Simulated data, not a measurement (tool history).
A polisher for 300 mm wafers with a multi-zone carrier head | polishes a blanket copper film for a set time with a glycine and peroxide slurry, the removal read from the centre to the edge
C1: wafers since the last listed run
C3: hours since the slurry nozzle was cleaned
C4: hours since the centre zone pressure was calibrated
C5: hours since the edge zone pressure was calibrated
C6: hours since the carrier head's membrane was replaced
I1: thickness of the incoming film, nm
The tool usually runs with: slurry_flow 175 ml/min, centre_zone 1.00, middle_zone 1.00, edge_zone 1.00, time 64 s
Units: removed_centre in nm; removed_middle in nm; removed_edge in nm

{"run": 1, "hour": 0.0, "slurry_flow": 175, "centre_zone": 1.0, "middle_zone": 1.0, "edge_zone": 1.0, "time": 64, "C1": 0, "wafers polished on this pad": 1185, "C3": 487.8, "C4": 609.0, "C5": 948.0, "C6": 470.4, "I1": 1094.3, "removed_centre": 303.5, "removed_middle": 351.2, "removed_edge": 339.7}
{"run": 2, "hour": 27.1, "slurry_flow": 175, "centre_zone": 1.0, "middle_zone": 1.06, "edge_zone": 1.0, "time": 64, "C1": 145, "wafers polished on this pad": 1330, "C3": 514.9, "C4": 636.1, "C5": 975.1, "C6": 497.5, "I1": 1100.3, "removed_centre": 306.4, "removed_middle": 365.5, "removed_edge": 340.6}
{"run": 3, "hour": 61.8, "slurry_flow": 175, "centre_zone": 1.0, "middle_zone": 1.06, "edge_zone": 1.0, "time": 64, "C1": 185, "wafers polished on this pad": 1516, "C3": 549.6, "C4": 670.8, "C5": 1009.8, "C6": 532.2, "I1": 1085.0, "removed_centre": 307.0, "removed_middle": 356.7, "removed_edge": 343.5}
{"hour": 90.2, "done": "slurry nozzle cleaned"}
{"run": 4, "hour": 131.8, "slurry_flow": 175, "centre_zone": 1.0, "middle_zone": 1.06, "edge_zone": 1.0, "time": 64, "C1": 369, "wafers polished on this pad": 1885, "C3": 41.6, "C4": 740.8, "C5": 1079.8, "C6": 602.2, "I1": 1080.8, "removed_centre": 299.3, "removed_middle": 364.2, "removed_edge": 340.8}
{"hour": 150.4, "done": "worn pad replaced by a new one"}
{"hour": 151.7, "done": "carrier head's membrane replaced by a new one"}
{"run": 5, "hour": 164.0, "slurry_flow": 175, "centre_zone": 1.08, "middle_zone": 1.09, "edge_zone": 1.0, "time": 64, "C1": 143, "wafers polished on this pad": 65, "C3": 73.8, "C4": 773.0, "C5": 1112.0, "C6": 12.3, "I1": 1091.0, "removed_centre": 329.5, "removed_middle": 368.6, "removed_edge": 336.7}
{"hour": 220.5, "done": "edge zone pressure recalibrated"}
{"hour": 247.2, "done": "centre zone pressure recalibrated"}
{"run": 6, "hour": 316.1, "slurry_flow": 210, "centre_zone": 1.09, "middle_zone": 0.89, "edge_zone": 1.0, "time": 64, "C1": 792, "wafers polished on this pad": 858, "C3": 225.9, "C4": 68.9, "C5": 95.6, "C6": 164.4, "I1": 1082.4, "removed_centre": 371.8, "removed_middle": 326.8, "removed_edge": 351.2}
{"run": 7, "hour": 373.2, "slurry_flow": 175, "centre_zone": 1.0, "middle_zone": 1.0, "edge_zone": 1.0, "time": 53, "C1": 305, "wafers polished on this pad": 1163, "C3": 283.0, "C4": 126.0, "C5": 152.7, "C6": 221.5, "I1": 1089.7, "removed_centre": 272.1, "removed_middle": 285.2, "removed_edge": 278.6}
{"run": 8, "hour": 421.9, "slurry_flow": 175, "centre_zone": 1.0, "middle_zone": 1.0, "edge_zone": 0.89, "time": 64, "C1": 260, "wafers polished on this pad": 1424, "C3": 331.7, "C4": 174.7, "C5": 201.4, "C6": 270.2, "I1": 1086.1, "removed_centre": 318.9, "removed_middle": 347.4, "removed_edge": 316.6}
{"run": 9, "hour": 492.9, "slurry_flow": 175, "centre_zone": 1.0, "middle_zone": 1.0, "edge_zone": 1.0, "time": 64, "C1": 379, "wafers polished on this pad": 1804, "C3": 402.7, "C4": 245.7, "C5": 272.4, "C6": 341.2, "I1": 1082.7, "removed_centre": 312.5, "removed_middle": 347.6, "removed_edge": 336.3}
{"hour": 555.2, "done": "worn pad replaced by a new one"}
{"run": 10, "hour": 557.7, "slurry_flow": 155, "centre_zone": 0.95, "middle_zone": 1.0, "edge_zone": 0.9, "time": 70, "C1": 325, "wafers polished on this pad": 13, "C3": 467.5, "C4": 310.5, "C5": 337.2, "C6": 406.0, "I1": 1078.9, "removed_centre": 321.5, "removed_middle": 373.3, "removed_edge": 346.3}
{"run": 11, "hour": 628.0, "slurry_flow": 175, "centre_zone": 1.0, "middle_zone": 1.0, "edge_zone": 0.9, "time": 64, "C1": 376, "wafers polished on this pad": 389, "C3": 537.8, "C4": 380.8, "C5": 407.5, "C6": 476.3, "I1": 1099.1, "removed_centre": 311.5, "removed_middle": 354.5, "removed_edge": 324.1}
{"run": 12, "hour": 652.3, "slurry_flow": 175, "centre_zone": 1.03, "middle_zone": 1.0, "edge_zone": 0.93, "time": 64, "C1": 130, "wafers polished on this pad": 519, "C3": 562.1, "C4": 405.1, "C5": 431.8, "C6": 500.6, "I1": 1090.0, "removed_centre": 319.3, "removed_middle": 345.4, "removed_edge": 323.8}
{"hour": 682.4, "done": "slurry nozzle cleaned"}
{"run": 13, "hour": 712.5, "slurry_flow": 175, "centre_zone": 1.0, "middle_zone": 1.0, "edge_zone": 0.95, "time": 64, "C1": 316, "wafers polished on this pad": 836, "C3": 30.1, "C4": 465.3, "C5": 492.0, "C6": 560.8, "I1": 1096.2, "removed_centre": 311.8, "removed_middle": 342.9, "removed_edge": 329.9}
{"run": 14, "hour": 751.4, "slurry_flow": 175, "centre_zone": 1.0, "middle_zone": 1.0, "edge_zone": 1.0, "time": 64, "C1": 208, "wafers polished on this pad": 1044, "C3": 69.0, "C4": 504.2, "C5": 530.9, "C6": 599.7, "I1": 1068.5, "removed_centre": 305.1, "removed_middle": 344.3, "removed_edge": 338.2}
{"run": 15, "hour": 822.0, "slurry_flow": 220, "centre_zone": 1.0, "middle_zone": 0.95, "edge_zone": 0.89, "time": 81, "C1": 377, "wafers polished on this pad": 1422, "C3": 139.6, "C4": 574.8, "C5": 601.5, "C6": 670.3, "I1": 1085.3, "removed_centre": 406.5, "removed_middle": 435.6, "removed_edge": 417.7}
{"hour": 834.2, "done": "carrier head's membrane replaced by a new one"}
{"run": 16, "hour": 886.8, "slurry_flow": 175, "centre_zone": 0.94, "middle_zone": 1.0, "edge_zone": 1.12, "time": 64, "C1": 320, "wafers polished on this pad": 1742, "C3": 204.4, "C4": 639.6, "C5": 666.3, "C6": 52.6, "I1": 1074.2, "removed_centre": 289.8, "removed_middle": 351.4, "removed_edge": 361.3}
{"hour": 979.6, "done": "worn pad replaced by a new one"}
{"run": 17, "hour": 1043.0, "slurry_flow": 140, "centre_zone": 0.94, "middle_zone": 1.0, "edge_zone": 1.0, "time": 64, "C1": 814, "wafers polished on this pad": 339, "C3": 360.6, "C4": 795.8, "C5": 822.5, "C6": 208.8, "I1": 1078.3, "removed_centre": 271.8, "removed_middle": 342.4, "removed_edge": 328.6}
{"hour": 1062.6, "done": "centre zone pressure recalibrated"}
{"run": 18, "hour": 1082.2, "slurry_flow": 150, "centre_zone": 1.0, "middle_zone": 0.91, "edge_zone": 1.0, "time": 64, "C1": 199, "wafers polished on this pad": 538, "C3": 399.8, "C4": 19.6, "C5": 861.7, "C6": 248.0, "I1": 1084.2, "removed_centre": 321.6, "removed_middle": 315.7, "removed_edge": 337.9}
{"run": 19, "hour": 1144.4, "slurry_flow": 175, "centre_zone": 1.0, "middle_zone": 1.0, "edge_zone": 0.92, "time": 64, "C1": 332, "wafers polished on this pad": 871, "C3": 462.0, "C4": 81.8, "C5": 923.9, "C6": 310.2, "I1": 1077.7, "removed_centre": 323.7, "removed_middle": 351.5, "removed_edge": 324.4}
{"run": 20, "hour": 1215.4, "slurry_flow": 175, "centre_zone": 1.0, "middle_zone": 1.0, "edge_zone": 1.0, "time": 64, "C1": 379, "wafers polished on this pad": 1251, "C3": 533.0, "C4": 152.8, "C5": 994.9, "C6": 381.2, "I1": 1074.1, "removed_centre": 318.6, "removed_middle": 350.7, "removed_edge": 340.7}
{"run": 21, "hour": 1246.2, "slurry_flow": 175, "centre_zone": 1.0, "middle_zone": 1.03, "edge_zone": 1.0, "time": 73, "C1": 164, "wafers polished on this pad": 1416, "C3": 563.8, "C4": 183.6, "C5": 1025.7, "C6": 412.0, "I1": 1077.1, "removed_centre": 357.5, "removed_middle": 404.9, "removed_edge": 385.5}
{"run": 22, "hour": 1273.7, "slurry_flow": 175, "centre_zone": 1.0, "middle_zone": 1.05, "edge_zone": 0.92, "time": 46, "C1": 147, "wafers polished on this pad": 1563, "C3": 591.3, "C4": 211.1, "C5": 1053.2, "C6": 439.5, "I1": 1078.2, "removed_centre": 227.9, "removed_middle": 256.9, "removed_edge": 234.4}

Below are 4 alternative next runs, each starting from the tool's condition after run 22. Predict each:
{"run": "A", "hour": 1274.1, "slurry_flow": 175, "centre_zone": 1.0, "middle_zone": 1.0, "edge_zone": 1.0, "time": 64, "C1": 2, "wafers polished on this pad": 1565, "C3": 591.7, "C4": 211.5, "C5": 1053.6, "C6": 439.9, "I1": 1078.5, "removed_centre": "?", "removed_middle": "?", "removed_edge": "?"}
{"run": "B", "hour": 1274.1, "slurry_flow": 175, "centre_zone": 0.96, "middle_zone": 1.0, "edge_zone": 1.04, "time": 64, "C1": 2, "wafers polished on this pad": 1565, "C3": 591.7, "C4": 211.5, "C5": 1053.6, "C6": 439.9, "I1": 1078.5, "removed_centre": "?", "removed_middle": "?", "removed_edge": "?"}
{"run": "C", "hour": 1274.1, "slurry_flow": 175, "centre_zone": 0.92, "middle_zone": 1.0, "edge_zone": 0.93, "time": 64, "C1": 2, "wafers polished on this pad": 1565, "C3": 591.7, "C4": 211.5, "C5": 1053.6, "C6": 439.9, "I1": 1078.5, "removed_centre": "?", "removed_middle": "?", "removed_edge": "?"}
{"run": "D", "hour": 1274.1, "slurry_flow": 230, "centre_zone": 0.91, "middle_zone": 1.0, "edge_zone": 0.91, "time": 57, "C1": 2, "wafers polished on this pad": 1565, "C3": 591.7, "C4": 211.5, "C5": 1053.6, "C6": 439.9, "I1": 1078.5, "removed_centre": "?", "removed_middle": "?", "removed_edge": "?"}

run=A removed_centre=314.7 removed_middle=345.1 removed_edge=339.8
run=B removed_centre=301.9 removed_middle=345.2 removed_edge=346.4
run=C removed_centre=289.1 removed_middle=345.3 removed_edge=328.3
run=D removed_centre=263.8 removed_middle=317.4 removed_edge=296.3
Take away the tool's hidden state, keep each run's random variation, and the runs would have read:
run=A removed_centre=341.9 removed_middle=345.0 removed_edge=339.8
run=B removed_centre=328.2 removed_middle=345.0 removed_edge=346.4
run=C removed_centre=314.4 removed_middle=345.2 removed_edge=328.3
run=D removed_centre=286.9 removed_middle=317.3 removed_edge=296.3

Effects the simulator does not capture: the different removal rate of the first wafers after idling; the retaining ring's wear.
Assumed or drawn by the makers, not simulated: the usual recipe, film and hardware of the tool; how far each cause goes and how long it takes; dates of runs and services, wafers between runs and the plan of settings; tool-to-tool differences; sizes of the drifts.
